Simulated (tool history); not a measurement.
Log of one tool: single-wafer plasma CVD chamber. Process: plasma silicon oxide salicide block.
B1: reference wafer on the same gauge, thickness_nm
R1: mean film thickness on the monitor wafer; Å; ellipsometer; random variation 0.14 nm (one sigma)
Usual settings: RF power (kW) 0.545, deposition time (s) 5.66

{"run": 1, "hour": 0.0, "RF power (kW)": 0.545, "deposition time (s)": 6.33, "B1": 60.22, "R1": 580.77}
{"run": 2, "hour": 46.8, "RF power (kW)": 0.545, "deposition time (s)": 6.33, "B1": 60.245, "R1": 585.18}
{"hour": 67.3, "done": "gauge calibrated"}
{"run": 3, "hour": 76.7, "RF power (kW)": 0.545, "deposition time (s)": 5.66, "B1": 60.275, "R1": 518.02}
{"run": 4, "hour": 105.5, "RF power (kW)": 0.545, "deposition time (s)": 5.66, "B1": 60.373, "R1": 520.24}
{"run": 5, "hour": 172.0, "RF power (kW)": 0.545, "deposition time (s)": 5.66, "B1": 60.311, "R1": 519.98}
{"run": 6, "hour": 197.1, "RF power (kW)": 0.545, "deposition time (s)": 5.66, "B1": 60.276, "R1": 520.44}
{"run": 7, "hour": 225.6, "RF power (kW)": 0.525, "deposition time (s)": 5.66, "B1": 60.345, "R1": 515.83}
{"run": 8, "hour": 261.1, "RF power (kW)": 0.525, "deposition time (s)": 5.66, "B1": 60.307, "R1": 517.97}
{"run": 9, "hour": 324.8, "RF power (kW)": 0.545, "deposition time (s)": 5.66, "B1": 60.271, "R1": 520.71}
{"run": 10, "hour": 352.4, "RF power (kW)": 0.575, "deposition time (s)": 5.95, "B1": 60.341, "R1": 547.43}
{"hour": 424.2, "done": "RF generator calibrated"}
{"run": 11, "hour": 477.5, "RF power (kW)": 0.575, "deposition time (s)": 5.95, "B1": 60.269, "R1": 558.07}
{"run": 12, "hour": 537.1, "RF power (kW)": 0.52, "deposition time (s)": 5.16, "B1": 60.348, "R1": 472.37}
{"run": 13, "hour": 597.1, "RF power (kW)": 0.52, "deposition time (s)": 5.16, "B1": 60.252, "R1": 472.85}
{"run": 14, "hour": 624.0, "RF power (kW)": 0.52, "deposition time (s)": 5.16, "B1": 60.272, "R1": 475.82}
{"hour": 650.6, "done": "showerhead replaced"}
{"run": 15, "hour": 674.2, "RF power (kW)": 0.46, "deposition time (s)": 4.72, "B1": 60.247, "R1": 423.36}
{"run": 16, "hour": 708.0, "RF power (kW)": 0.545, "deposition time (s)": 6.59, "B1": 60.306, "R1": 610.7}
{"run": 17, "hour": 776.4, "RF power (kW)": 0.475, "deposition time (s)": 5.66, "B1": 60.244, "R1": 510.77}
{"hour": 793.9, "done": "gauge calibrated"}
{"run": 18, "hour": 827.3, "RF power (kW)": 0.615, "deposition time (s)": 6.22, "B1": 60.233, "R1": 588.9}
{"run": 19, "hour": 868.2, "RF power (kW)": 0.545, "deposition time (s)": 5.66, "B1": 60.317, "R1": 524.19}
{"run": 20, "hour": 929.7, "RF power (kW)": 0.515, "deposition time (s)": 5.07, "B1": 60.269, "R1": 464.68}
{"run": 21, "hour": 999.0, "RF power (kW)": 0.62, "deposition time (s)": 6.33, "B1": 60.349, "R1": 602.27}
{"run": 22, "hour": 1047.4, "RF power (kW)": 0.44, "deposition time (s)": 5.66, "B1": 60.306, "R1": 505.05}
{"run": 23, "hour": 1075.5, "RF power (kW)": 0.545, "deposition time (s)": 6.3, "B1": 60.245, "R1": 583.43}
{"run": 24, "hour": 1117.5, "RF power (kW)": 0.545, "deposition time (s)": 5.66, "B1": 60.322, "R1": 522.19}
{"run": 25, "hour": 1177.0, "RF power (kW)": 0.595, "deposition time (s)": 5.27, "B1": 60.271, "R1": 495.61}
{"run": 26, "hour": 1224.5, "RF power (kW)": 0.545, "deposition time (s)": 5.66, "B1": 60.275, "R1": 521.09}
{"run": 27, "hour": 1277.8, "RF power (kW)": 0.545, "deposition time (s)": 5.66, "B1": 60.323, "R1": 522.42}
{"run": 28, "hour": 1337.5, "RF power (kW)": 0.545, "deposition time (s)": 5.66, "B1": 60.311, "R1": 523.14}
{"run": 29, "hour": 1376.6, "RF power (kW)": 0.49, "deposition time (s)": 5.66, "B1": 60.248, "R1": 510}

4 ways to go on from here, each from the tool as it stands after run 29. What would each give?
{"run": "A", "hour": 1377.0, "RF power (kW)": 0.545, "deposition time (s)": 5.66, "B1": "?", "R1": "?"}
{"run": "B", "hour": 1377.0, "RF power (kW)": 0.655, "deposition time (s)": 4.65, "B1": "?", "R1": "?"}
{"run": "C", "hour": 1377.0, "RF power (kW)": 0.59, "deposition time (s)": 6.5, "B1": "?", "R1": "?"}
{"run": "D", "hour": 1377.0, "RF power (kW)": 0.545, "deposition time (s)": 6.35, "B1": "?", "R1": "?"}

run=A B1=60.285 R1=520.26
run=B B1=60.285 R1=442.48
run=C B1=60.285 R1=606.29
run=D B1=60.285 R1=583.68
Without the tool's hidden state the same runs would have given:
run=A R1=524.56
run=B R1=446.14
run=C R1=611.3
run=D R1=588.51

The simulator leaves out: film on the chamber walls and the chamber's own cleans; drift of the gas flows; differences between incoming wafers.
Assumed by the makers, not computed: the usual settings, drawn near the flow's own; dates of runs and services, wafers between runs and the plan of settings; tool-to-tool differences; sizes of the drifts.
